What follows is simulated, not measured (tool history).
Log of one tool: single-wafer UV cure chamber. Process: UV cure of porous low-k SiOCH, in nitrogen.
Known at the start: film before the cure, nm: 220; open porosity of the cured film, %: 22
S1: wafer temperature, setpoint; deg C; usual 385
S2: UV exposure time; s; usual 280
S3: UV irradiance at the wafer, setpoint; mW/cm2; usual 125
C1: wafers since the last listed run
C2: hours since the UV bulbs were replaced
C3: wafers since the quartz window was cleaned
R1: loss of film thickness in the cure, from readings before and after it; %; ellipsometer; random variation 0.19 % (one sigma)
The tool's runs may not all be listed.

run    hour   S1   S2   S3   C1      C2    C3      R1
  1     0.0  385  280  125    0   941.7  1170  13.278
  2    39.7  385  280  125  251   981.4  1421  13.220
  3   106.2  385  280  125  421  1047.9  1842  13.234
  4   202.0  385  220  134  606  1143.7  2448  11.761
  5   276.2  400  280  125  469  1217.9  2918  12.738
  6   341.0  400  280  125  410  1282.7  3328  12.482
      370.3  -- quartz window cleaned
  7   380.0  396  280  149  196  1321.7    61  13.182
      458.3  -- UV bulbs replaced
  8   458.8  385  280  125  448     0.5   509  14.098
  9   542.2  385  280  125  528    83.9  1037  14.007
 10   619.1  372  280  140  486   160.8  1524  14.287
 11   665.0  385  280  125  290   206.7  1814  14.283
 12   746.9  385  280  125  518   288.6  2333  13.954
      836.8  -- quartz window cleaned
 13   837.3  385  280  150  521   379.0     2  14.700
 14   874.1  402  280  125  232   415.8   235  14.469
 15   965.5  385  190  125  578   507.2   814  12.159
 16  1016.3  385  280  125  321   558.0  1136  13.605
 17  1074.4  390  150  108  367   616.1  1503  10.278
 18  1138.6  385  280  164  406   680.3  1910  14.969
 19  1194.6  385  280  125  354   736.3  2264  13.498

3 ways to go on from here, each from the tool as it stands after run 19. What would each give?
  A  1195.1  385  200  125   3  736.8  2268   ?
  B  1195.1  394  365  105   3  736.8  2268   ?
  C  1195.1  385  425   91   3  736.8  2268   ?

run      R1
  A  11.884
  B  14.088
  C  13.959
Without the tool's hidden state the same runs would have given:
run      R1
  A  12.784
  B  15.024
  C  14.893
